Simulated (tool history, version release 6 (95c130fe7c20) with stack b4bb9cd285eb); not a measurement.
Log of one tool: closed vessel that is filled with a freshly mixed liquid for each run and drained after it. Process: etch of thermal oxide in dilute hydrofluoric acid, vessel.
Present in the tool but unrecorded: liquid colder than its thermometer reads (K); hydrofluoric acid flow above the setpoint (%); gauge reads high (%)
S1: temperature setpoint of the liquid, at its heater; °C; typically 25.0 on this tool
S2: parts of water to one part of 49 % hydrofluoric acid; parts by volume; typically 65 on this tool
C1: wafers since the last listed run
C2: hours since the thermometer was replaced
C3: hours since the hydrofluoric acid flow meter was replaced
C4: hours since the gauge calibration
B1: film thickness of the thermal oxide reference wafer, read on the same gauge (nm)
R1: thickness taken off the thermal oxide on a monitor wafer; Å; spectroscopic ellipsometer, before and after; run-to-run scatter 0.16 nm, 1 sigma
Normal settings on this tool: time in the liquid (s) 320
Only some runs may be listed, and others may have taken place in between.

run 1 hour=0.0 | S1=25.0 S2=65 time_in_the_liquid_(s)=320 | C1=0 C2=1999.1 C3=1371.7 C4=818.9 | B1=80.00 | R1=311.1
run 2 hour=18.1 | S1=25.0 S2=65 time_in_the_liquid_(s)=320 | C1=1703 C2=2017.2 C3=1389.8 C4=837.0 | B1=80.00 | R1=308.6
run 3 hour=38.4 | S1=25.0 S2=65 time_in_the_liquid_(s)=320 | C1=1911 C2=2037.5 C3=1410.1 C4=857.3 | B1=80.01 | R1=311.3
run 4 hour=65.2 | S1=25.0 S2=65 time_in_the_liquid_(s)=320 | C1=2523 C2=2064.3 C3=1436.9 C4=884.1 | B1=80.01 | R1=313.9
run 5 hour=80.1 | S1=25.0 S2=45 time_in_the_liquid_(s)=320 | C1=1402 C2=2079.2 C3=1451.8 C4=899.0 | B1=79.98 | R1=463.8
run 6 hour=100.8 | S1=25.0 S2=65 time_in_the_liquid_(s)=375 | C1=1948 C2=2099.9 C3=1472.5 C4=919.7 | B1=80.01 | R1=370.2
run 7 hour=132.4 | S1=25.0 S2=65 time_in_the_liquid_(s)=375 | C1=2974 C2=2131.5 C3=1504.1 C4=951.3 | B1=80.00 | R1=368.4
-- hour=157.5 hydrofluoric acid flow meter replaced
run 8 hour=164.2 | S1=25.0 S2=65 time_in_the_liquid_(s)=320 | C1=2899 C2=2163.3 C3=6.7 C4=983.1 | B1=80.00 | R1=290.2
run 9 hour=193.5 | S1=25.0 S2=65 time_in_the_liquid_(s)=320 | C1=2758 C2=2192.6 C3=36.0 C4=1012.4 | B1=79.99 | R1=287.8
-- hour=243.6 gauge calibrated
run 10 hour=255.4 | S1=25.0 S2=65 time_in_the_liquid_(s)=320 | C1=5827 C2=2254.5 C3=97.9 C4=11.8 | B1=80.00 | R1=287.6
run 11 hour=281.6 | S1=25.0 S2=65 time_in_the_liquid_(s)=320 | C1=2466 C2=2280.7 C3=124.1 C4=38.0 | B1=80.00 | R1=288.8
run 12 hour=312.9 | S1=21.5 S2=65 time_in_the_liquid_(s)=320 | C1=2946 C2=2312.0 C3=155.4 C4=69.3 | B1=80.01 | R1=252.8
run 13 hour=335.5 | S1=26.5 S2=80 time_in_the_liquid_(s)=450 | C1=2127 C2=2334.6 C3=178.0 C4=91.9 | B1=80.00 | R1=345.7
run 14 hour=348.6 | S1=26.5 S2=65 time_in_the_liquid_(s)=320 | C1=1233 C2=2347.7 C3=191.1 C4=105.0 | B1=80.02 | R1=310.2
run 15 hour=362.5 | S1=25.0 S2=65 time_in_the_liquid_(s)=320 | C1=1308 C2=2361.6 C3=205.0 C4=118.9 | B1=80.01 | R1=294.0
run 16 hour=375.9 | S1=25.0 S2=40 time_in_the_liquid_(s)=320 | C1=1261 C2=2375.0 C3=218.4 C4=132.3 | B1=80.00 | R1=495.0
run 17 hour=396.6 | S1=25.0 S2=65 time_in_the_liquid_(s)=320 | C1=1948 C2=2395.7 C3=239.1 C4=153.0 | B1=80.01 | R1=292.8

Expected results for the next run?
run 18 hour=430.8 | S1=25.0 S2=65 time_in_the_liquid_(s)=320 | C1=3219 C2=2429.9 C3=273.3 C4=187.2 | B1=? | R1=?

{"run 18": {"B1": 79.96, "R1": 293.8}}
With the hidden condition absent and the run-to-run variation left alone, this run would have shown R1 286.6 Å.
